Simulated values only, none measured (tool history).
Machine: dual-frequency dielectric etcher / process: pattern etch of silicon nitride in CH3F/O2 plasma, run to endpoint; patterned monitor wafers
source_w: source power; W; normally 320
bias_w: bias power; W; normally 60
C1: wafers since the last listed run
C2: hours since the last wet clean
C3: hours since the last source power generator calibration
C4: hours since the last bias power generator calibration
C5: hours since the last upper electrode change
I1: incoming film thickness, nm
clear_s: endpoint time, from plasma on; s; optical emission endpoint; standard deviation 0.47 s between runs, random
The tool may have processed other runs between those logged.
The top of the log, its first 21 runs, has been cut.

run 22 hour=284.6 | source_w=270 bias_w=60 | C1=68 C2=100.3 C3=35.9 C4=165.3 C5=155.8 | I1=103.4 | clear_s=141.5
run 23 hour=296.8 | source_w=320 bias_w=60 | C1=90 C2=112.5 C3=48.1 C4=177.5 C5=168.0 | I1=104.3 | clear_s=134.5
run 24 hour=312.1 | source_w=290 bias_w=64 | C1=113 C2=127.8 C3=63.4 C4=192.8 C5=183.3 | I1=103.2 | clear_s=134.8
run 25 hour=325.2 | source_w=320 bias_w=55 | C1=97 C2=140.9 C3=76.5 C4=205.9 C5=196.4 | I1=102.8 | clear_s=136.4
run 26 hour=331.4 | source_w=260 bias_w=67 | C1=45 C2=147.1 C3=82.7 C4=212.1 C5=202.6 | I1=105.0 | clear_s=141.6
run 27 hour=342.9 | source_w=290 bias_w=64 | C1=85 C2=158.6 C3=94.2 C4=223.6 C5=214.1 | I1=103.4 | clear_s=135.2
run 28 hour=350.0 | source_w=280 bias_w=65 | C1=52 C2=165.7 C3=101.3 C4=230.7 C5=221.2 | I1=104.3 | clear_s=137.7
run 29 hour=365.9 | source_w=320 bias_w=68 | C1=117 C2=181.6 C3=117.2 C4=246.6 C5=237.1 | I1=104.5 | clear_s=130.2
run 30 hour=381.3 | source_w=390 bias_w=60 | C1=114 C2=197.0 C3=132.6 C4=262.0 C5=252.5 | I1=102.6 | clear_s=122.8
run 31 hour=391.1 | source_w=320 bias_w=60 | C1=72 C2=206.8 C3=142.4 C4=271.8 C5=262.3 | I1=103.9 | clear_s=133.8
run 32 hour=408.4 | source_w=240 bias_w=50 | C1=128 C2=224.1 C3=159.7 C4=289.1 C5=279.6 | I1=104.0 | clear_s=158.7
run 33 hour=421.7 | source_w=360 bias_w=75 | C1=98 C2=237.4 C3=173.0 C4=302.4 C5=292.9 | I1=103.5 | clear_s=119.2
run 34 hour=436.0 | source_w=290 bias_w=51 | C1=106 C2=251.7 C3=187.3 C4=316.7 C5=307.2 | I1=103.6 | clear_s=145.2

5 options for the next run, each taken on its own from the tool as it stands now. Forecast them:
run A hour=436.5 | source_w=320 bias_w=54 | C1=3 C2=252.2 C3=187.8 C4=317.2 C5=307.7 | I1=103.5 | clear_s=?
run B hour=436.5 | source_w=350 bias_w=71 | C1=3 C2=252.2 C3=187.8 C4=317.2 C5=307.7 | I1=103.5 | clear_s=?
run C hour=436.5 | source_w=360 bias_w=73 | C1=3 C2=252.2 C3=187.8 C4=317.2 C5=307.7 | I1=103.5 | clear_s=?
run D hour=436.5 | source_w=280 bias_w=69 | C1=3 C2=252.2 C3=187.8 C4=317.2 C5=307.7 | I1=103.5 | clear_s=?
run E hour=436.5 | source_w=260 bias_w=60 | C1=3 C2=252.2 C3=187.8 C4=317.2 C5=307.7 | I1=103.5 | clear_s=?

run=A clear_s=138.1
run=B clear_s=122.2
run=C clear_s=119.8
run=D clear_s=134.1
run=E clear_s=144.5
With the hidden condition removed and each run's random variation left untouched, the same runs would have given:
run=A clear_s=138.1
run=B clear_s=122.2
run=C clear_s=119.8
run=D clear_s=134.1
run=E clear_s=144.5

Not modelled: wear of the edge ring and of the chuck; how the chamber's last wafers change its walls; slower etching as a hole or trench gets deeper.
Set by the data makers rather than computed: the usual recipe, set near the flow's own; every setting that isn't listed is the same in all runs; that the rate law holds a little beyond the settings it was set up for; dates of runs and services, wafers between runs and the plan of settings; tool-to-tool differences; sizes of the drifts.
